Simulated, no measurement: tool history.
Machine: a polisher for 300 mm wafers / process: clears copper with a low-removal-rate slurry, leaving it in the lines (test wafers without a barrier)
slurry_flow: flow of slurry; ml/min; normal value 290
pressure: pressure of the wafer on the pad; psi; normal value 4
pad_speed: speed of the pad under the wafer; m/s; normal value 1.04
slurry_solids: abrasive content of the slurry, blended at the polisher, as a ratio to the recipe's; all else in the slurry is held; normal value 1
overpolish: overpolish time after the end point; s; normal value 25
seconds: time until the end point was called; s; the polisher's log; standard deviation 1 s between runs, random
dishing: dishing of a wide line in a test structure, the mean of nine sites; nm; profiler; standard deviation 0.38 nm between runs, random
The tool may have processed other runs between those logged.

run	hour	slurry_flow	pressure	pad_speed	slurry_solids	overpolish	wafers since the last listed run	wafers polished on this pad	hours since the slurry nozzle was cleaned	hours since the head pressure was calibrated	hours since the slurry blender was calibrated	incoming thickness of the incoming film, nm	seconds	dishing
1	0	290	4	1.04	1	25	0	2279	680.8	401.7	133.7	468.3	131.6	29.2
2	37.5	290	4	1.04	1	25	373	2652	718.3	439.2	171.2	472.5	133.2	29.8
# hour 66.6: slurry nozzle cleaned
3	93.1	290	4	1.04	1	25	543	3195	26.5	494.8	226.8	467.3	132.8	29.5
# hour 124.8: worn pad replaced by a new one
4	164.1	290	4	1.04	1	25	666	391	97.5	565.8	297.8	458	120.7	30.4
5	198.9	290	4	1.04	1	25	346	737	132.3	600.6	332.6	464.1	123.2	30.1
6	233.1	290	4	1.04	1	25	340	1078	166.5	634.8	366.8	459.2	126.2	29.7
# hour 242.4: slurry blender recalibrated
7	276	290	4	1.04	1	25	407	1485	209.4	677.7	33.6	466.9	126.9	30.1
8	343.2	290	4	1.04	1	25	668	2153	276.6	744.9	100.8	468	131.1	29.2
# hour 393.7: head pressure recalibrated
9	493.7	290	3.6	1.04	1	25	1477	3631	427.1	100	251.3	469.1	147.4	28.8
# hour 514.3: worn pad replaced by a new one
10	559.8	255	4	1.04	1	25	617	452	493.2	166.1	317.4	457.4	121.5	29.8
11	596.6	190	4	1.04	1	17	366	818	530	202.9	354.2	464.9	126.4	25.2
# hour 612.8: slurry blender recalibrated
12	624.3	350	4	1.04	1	25	255	1074	557.7	230.6	11.5	460.8	123.9	30.4
13	664.3	290	4	1.04	1	25	398	1472	597.7	270.6	51.5	457.7	124.6	30.3
14	695.9	330	3.4	1.04	1	19	314	1786	629.3	302.2	83.1	466.2	151.1	24.1
15	762.5	290	4	1.04	1	25	662	2449	695.9	368.8	149.7	455	127.8	29.4
# hour 764.9: slurry nozzle cleaned
16	789.7	290	4	1.32	1	33	260	2710	24.8	396	176.9	461.6	104.1	34.2
17	824.2	350	4.7	1.04	1	25	343	3053	59.3	430.5	211.4	462.3	112.4	31.2
18	872.7	290	4	1.04	1	25	482	3536	107.8	479	259.9	465.6	131.5	29.6
19	917.9	320	4	1.04	1	11	449	3986	153	524.2	305.1	472.3	133.8	18.9
# hour 923: worn pad replaced by a new one
# hour 958.9: slurry blender recalibrated
20	988.1	380	4	1.04	1	25	638	628	223.2	594.4	29.2	469.1	123.1	30.4
21	1017	290	5.2	1.26	1	25	287	915	252.1	623.3	58.1	465.1	81.5	33.4
22	1059.7	360	4	1.04	0.75	19	424	1340	294.8	666	100.8	472.1	140	25.9
23	1103.2	290	4	1.16	1	25	432	1773	338.3	709.5	144.3	468.1	114.4	30.7
24	1128	260	3.3	1.22	1	14	246	2020	363.1	734.3	169.1	469.4	134.8	22.4
25	1199.4	260	3.3	1.22	1	14	710	2731	434.5	805.7	240.5	467.9	134	21.7
26	1244.5	290	4	0.9	1	25	448	3179	479.6	850.8	285.6	469	154.5	27.1
# hour 1264: worn pad replaced by a new one
27	1287.2	290	4.9	0.9	1	25	385	230	522.3	893.5	328.3	465.5	114.5	30.7
# hour 1296: slurry blender recalibrated
# hour 1337.4: head pressure recalibrated
28	1356	290	4	1.04	1	25	644	875	591.1	18.6	60	465.5	126.3	29.6

What if the next run were any one of these 4? Each begins from the tool's condition after run 28:
A	1356.5	290	4	1.04	1	25	4	880	591.6	19.1	60.5	468	?	?
B	1356.5	205	4	1.04	1	25	4	880	591.6	19.1	60.5	468	?	?
C	1356.5	290	4.4	1.04	1	25	4	880	591.6	19.1	60.5	468	?	?
D	1356.5	290	4	0.76	1	25	4	880	591.6	19.1	60.5	468	?	?

run	seconds	dishing
A	128.2	29.6
B	131.2	29.3
C	117.4	30.6
D	175.5	25.9
Had the tool no hidden state, the same runs would have come out as:
run	seconds	dishing
A	120.6	30.2
B	123.4	30
C	110.4	31.2
D	165	26.7
